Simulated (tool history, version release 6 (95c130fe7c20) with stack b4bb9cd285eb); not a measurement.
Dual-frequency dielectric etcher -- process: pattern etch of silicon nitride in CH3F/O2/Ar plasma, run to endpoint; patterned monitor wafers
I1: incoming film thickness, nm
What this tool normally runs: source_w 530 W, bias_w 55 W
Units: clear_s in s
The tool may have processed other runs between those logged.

Run 1, hour 0: usual settings but bias_w 66 W; I1 57.2. Result: clear_s 70.3 s.
Run 2, hour 47.4: usual settings but bias_w 66 W; I1 56.8. Result: clear_s 69.3 s.
Run 3, hour 58.1: usual settings but bias_w 66 W; I1 56.5. Result: clear_s 68.8 s.
Run 4, hour 69.2: usual settings; I1 56.9. Result: clear_s 72.6 s.
Run 5, hour 82.5: usual settings; I1 57.2. Result: clear_s 73.2 s.
Run 6, hour 97.8: usual settings; I1 56.6. Result: clear_s 72.3 s.
At hour 127.7: wet clean of the chamber.
Run 7, hour 128.2: usual settings but bias_w 49 W; I1 56.8. Result: clear_s 77.2 s.
Run 8, hour 128.6: usual settings but bias_w 49 W; I1 57.2. Result: clear_s 78.3 s.
Run 9, hour 132.9: usual settings but bias_w 49 W; I1 57. Result: clear_s 77.6 s.
Run 10, hour 140.7: usual settings but source_w 460 W, bias_w 47 W; I1 57.2. Result: clear_s 85 s.
Run 11, hour 151.4: usual settings but bias_w 61 W; I1 56.8. Result: clear_s 73.1 s.
At hour 171.8: source power generator calibrated.
At hour 172.5: bias power generator calibrated.
Run 12, hour 173: usual settings but source_w 600 W; I1 56.8. Result: clear_s 71 s.
Run 13, hour 181.8: usual settings but source_w 600 W; I1 56.4. Result: clear_s 69.8 s.
Run 14, hour 189.4: usual settings but source_w 600 W; I1 57.2. Result: clear_s 71.3 s.
Run 15, hour 201.7: usual settings; I1 57. Result: clear_s 75.3 s.
Run 16, hour 215.7: usual settings; I1 56.8. Result: clear_s 74.6 s.
Run 17, hour 255.9: usual settings but source_w 610 W; I1 56.5. Result: clear_s 69.1 s.
Run 18, hour 264.3: usual settings; I1 57. Result: clear_s 74.3 s.
Run 19, hour 272.3: usual settings but source_w 450 W, bias_w 69 W; I1 56.9. Result: clear_s 75.9 s.
Run 20, hour 278.8: usual settings; I1 56.8. Result: clear_s 74.1 s.
Run 21, hour 287.4: usual settings but bias_w 49 W; I1 56.8. Result: clear_s 76 s.
At hour 322: upper electrode replaced.
Run 22, hour 322.5: usual settings but bias_w 68 W; I1 56.6. Result: clear_s 69.4 s.
Run 23, hour 322.9: usual settings but source_w 620 W; I1 56.7. Result: clear_s 68.5 s.
Run 24, hour 324.1: usual settings but source_w 660 W, bias_w 48 W; I1 57.1. Result: clear_s 69.1 s.
Run 25, hour 330.3: usual settings but source_w 610 W; I1 56.8. Result: clear_s 68.9 s.
Run 26, hour 347.6: usual settings but source_w 590 W, bias_w 65 W; I1 57. Result: clear_s 66.7 s.
Run 27, hour 376.8: usual settings but source_w 410 W, bias_w 66 W; I1 57.2. Result: clear_s 79.3 s.
Run 28, hour 387.3: usual settings but source_w 620 W, bias_w 44 W; I1 56.6. Result: clear_s 71.4 s.
Run 29, hour 402.6: usual settings but source_w 600 W; I1 56.7. Result: clear_s 68.9 s.
Run 30, hour 411: usual settings but source_w 590 W, bias_w 60 W; I1 57.6. Result: clear_s 68.5 s.

How would selected steps in clear_s from run to run divide? Give the signed amount a tool lacking its hidden state would still show from settings, what came in and random variation, and the signed amount left for the hidden state, including any gauge scatter that is not in both of the compared results.
What the log doesn't record here: etch rate over this chamber's usual, %; source power that arrives over what is set, %; bias power that arrives over what is set, %.
Run 1 -> 2: no setting touched and nothing written in the log between the runs. clear_s -1 s: hidden state -0.3, all else -0.7.
Run 6 -> 7: bias_w 55 -> 49, wet clean of the chamber. clear_s +4.9 s: hidden state +2.8, all else +2.1.
Run 10 -> 11: source_w 460 -> 530, bias_w 47 -> 61. clear_s -11.9 s: hidden state +0.1, all else -12.
Run 26 -> 27: source_w 590 -> 410, bias_w 65 -> 66. clear_s +12.6 s: hidden state -0.8, all else +13.4.
Run 27 -> 28: source_w 410 -> 620, bias_w 66 -> 44. clear_s -7.9 s: hidden state +0.3, all else -8.2.
